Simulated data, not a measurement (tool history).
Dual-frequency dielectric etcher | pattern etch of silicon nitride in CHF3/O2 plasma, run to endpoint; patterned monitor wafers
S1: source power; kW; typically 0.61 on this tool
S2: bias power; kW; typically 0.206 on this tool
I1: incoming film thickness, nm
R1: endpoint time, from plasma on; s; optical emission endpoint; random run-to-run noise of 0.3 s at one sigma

run	hour	S1	S2	I1	R1
1	0	0.61	0.206	105.8	62.2
2	42.6	0.61	0.206	104.1	61.8
# hour 100.9: wet clean of the chamber
3	143.5	0.61	0.206	103.1	58.6
4	246.9	0.61	0.206	105.4	60.9
5	341.6	0.61	0.206	105.1	61.3
6	434.1	0.69	0.217	105.2	57.9
7	475	0.69	0.217	104	57.7
# hour 535.7: wet clean of the chamber
8	574.8	0.71	0.206	105.6	58.2
9	660.6	0.72	0.241	105.2	53.9
# hour 726.3: upper electrode replaced
10	741	0.55	0.221	105.9	62.5
# hour 762.1: bias power generator calibrated
11	841.2	0.61	0.206	106	62.6
12	911.1	0.5	0.226	105.7	64.9
# hour 950.8: source power generator calibrated
# hour 1002.4: wet clean of the chamber
13	1200.4	0.61	0.206	105.4	61.7
14	1270.3	0.73	0.156	104.9	64.1
# hour 1368.4: wet clean of the chamber
15	1368.9	0.61	0.234	104.6	56.6

Forecast run 16:
16	1427.9	0.61	0.206	104.6	?

{"run 16": {"R1": 59.9}}
With no hidden state in the tool, this same run would have given R1 59.9 s.
